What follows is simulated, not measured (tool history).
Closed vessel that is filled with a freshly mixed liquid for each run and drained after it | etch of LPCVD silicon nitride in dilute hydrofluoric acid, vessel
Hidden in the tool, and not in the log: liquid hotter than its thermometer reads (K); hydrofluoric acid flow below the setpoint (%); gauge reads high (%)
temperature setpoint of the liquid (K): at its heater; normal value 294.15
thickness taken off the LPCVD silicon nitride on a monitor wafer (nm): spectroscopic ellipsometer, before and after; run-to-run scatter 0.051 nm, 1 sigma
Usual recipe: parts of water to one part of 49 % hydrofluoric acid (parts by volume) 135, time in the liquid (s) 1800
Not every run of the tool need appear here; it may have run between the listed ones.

| run | day | temperature setpoint of the liquid (K) | parts of water to one part of 49 % hydrofluoric acid (parts by volume) | time in the liquid (s) | wafers since the last listed run | hours since the thermometer was replaced | hours since the hydrofluoric acid flow meter was replaced | hours since the gauge calibration | read-back film thickness of the LPCVD silicon nitride reference wafer, read on the same gauge (nm) | thickness taken off the LPCVD silicon nitride on a monitor wafer (nm) |
|---|---|---|---|---|---|---|---|---|---|---|
| 1 | 0.000 | 294.15 | 135 | 1800 | 0 | 1639.0 | 479.9 | 192.7 | 130.02 | 6.79 |
| 2 | 0.325 | 294.15 | 135 | 1800 | 397 | 1646.8 | 487.7 | 200.5 | 130.00 | 6.63 |
| 3 | 0.608 | 294.15 | 135 | 1800 | 346 | 1653.6 | 494.5 | 207.3 | 130.03 | 6.65 |
| 4 | 0.900 | 294.15 | 135 | 1800 | 356 | 1660.6 | 501.5 | 214.3 | 129.98 | 6.77 |
| 5 | 1.629 | 294.15 | 135 | 1800 | 892 | 1678.1 | 519.0 | 231.8 | 129.98 | 6.75 |
| 6 | 2.250 | 294.15 | 135 | 1800 | 759 | 1693.0 | 533.9 | 246.7 | 130.02 | 6.79 |
| 7 | 2.729 | 294.15 | 135 | 1800 | 586 | 1704.5 | 545.4 | 258.2 | 129.98 | 6.82 |
| 8 | 3.442 | 294.15 | 135 | 2080 | 871 | 1721.6 | 562.5 | 275.3 | 129.95 | 7.78 |
| 9 | 3.867 | 294.15 | 135 | 1800 | 520 | 1731.8 | 572.7 | 285.5 | 129.95 | 6.63 |
| 10 | 4.317 | 294.15 | 135 | 1800 | 550 | 1742.6 | 583.5 | 296.3 | 129.97 | 6.84 |
| 11 | 4.842 | 294.15 | 135 | 1580 | 642 | 1755.2 | 596.1 | 308.9 | 129.97 | 5.86 |
| 12 | 5.329 | 294.15 | 135 | 1580 | 596 | 1766.9 | 607.8 | 320.6 | 130.02 | 5.96 |
| 13 | 5.892 | 294.15 | 135 | 2465 | 688 | 1780.4 | 621.3 | 334.1 | 130.03 | 9.34 |
| 14 | 6.542 | 291.15 | 160 | 2310 | 795 | 1796.0 | 636.9 | 349.7 | 130.00 | 6.07 |
| 15 | 6.975 | 294.15 | 135 | 1800 | 530 | 1806.4 | 647.3 | 360.1 | 130.03 | 6.82 |
| 16 | 7.662 | 294.15 | 100 | 1800 | 841 | 1822.9 | 663.8 | 376.6 | 130.00 | 9.07 |
|  | 7.962 | gauge calibrated |
| 17 | 8.017 | 290.65 | 170 | 1320 | 433 | 1831.4 | 672.3 | 1.3 | 130.01 | 3.17 |
|  | 8.221 | hydrofluoric acid flow meter replaced |
| 18 | 8.329 | 290.15 | 115 | 2180 | 331 | 1838.9 | 2.6 | 8.8 | 129.97 | 7.53 |
| 19 | 8.604 | 294.15 | 135 | 1800 | 336 | 1845.5 | 9.2 | 15.4 | 130.04 | 6.94 |
| 20 | 8.888 | 294.15 | 135 | 2430 | 346 | 1852.3 | 16.0 | 22.2 | 130.01 | 9.21 |
| 21 | 9.288 | 290.15 | 85 | 1420 | 489 | 1861.9 | 25.6 | 31.8 | 129.96 | 6.53 |
| 22 | 9.667 | 294.15 | 135 | 1800 | 464 | 1871.0 | 34.7 | 40.9 | 130.00 | 6.84 |
| 23 | 10.021 | 290.15 | 175 | 1200 | 433 | 1879.5 | 43.2 | 49.4 | 130.02 | 2.76 |
| 24 | 10.767 | 294.15 | 70 | 2820 | 912 | 1897.4 | 61.1 | 67.3 | 129.95 | 20.43 |
| 25 | 11.042 | 292.65 | 115 | 1800 | 336 | 1904.0 | 67.7 | 73.9 | 129.98 | 7.18 |
|  | 11.133 | thermometer replaced |
| 26 | 11.625 | 294.15 | 135 | 2790 | 662 | 11.8 | 81.7 | 87.9 | 130.00 | 9.09 |
| 27 | 12.196 | 297.15 | 85 | 1040 | 698 | 25.5 | 95.4 | 101.6 | 129.97 | 6.49 |
| 28 | 12.800 | 291.65 | 135 | 1800 | 739 | 40.0 | 109.9 | 116.1 | 129.98 | 4.92 |
| 29 | 13.088 | 294.15 | 135 | 2790 | 351 | 46.9 | 116.8 | 123.0 | 130.01 | 9.09 |
| 30 | 13.562 | 294.15 | 95 | 1275 | 581 | 58.3 | 128.2 | 134.4 | 130.00 | 5.86 |
| 31 | 14.058 | 298.65 | 155 | 1210 | 606 | 70.2 | 140.1 | 146.3 | 130.02 | 4.54 |
| 32 | 14.621 | 294.15 | 105 | 1800 | 688 | 83.7 | 153.6 | 159.8 | 130.04 | 7.48 |
| 33 | 15.367 | 290.15 | 135 | 1210 | 912 | 101.6 | 171.5 | 177.7 | 130.02 | 3.06 |

Here are 3 independent what-if runs from the current tool condition. What would each one return?
| A | 15.412 | 294.15 | 135 | 1800 | 56 | 102.7 | 172.6 | 178.8 | ? | ? |
| B | 15.412 | 294.15 | 135 | 1255 | 56 | 102.7 | 172.6 | 178.8 | ? | ? |
| C | 15.412 | 292.15 | 95 | 2685 | 56 | 102.7 | 172.6 | 178.8 | ? | ? |

| run | read-back film thickness of the LPCVD silicon nitride reference wafer, read on the same gauge (nm) | thickness taken off the LPCVD silicon nitride on a monitor wafer (nm) |
|---|---|---|
| A | 130.06 | 5.87 |
| B | 130.06 | 4.10 |
| C | 130.06 | 10.79 |
With no hidden state in the tool, these same runs would have given:
| run | thickness taken off the LPCVD silicon nitride on a monitor wafer (nm) |
|---|---|
| A | 5.75 |
| B | 4.01 |
| C | 10.55 |
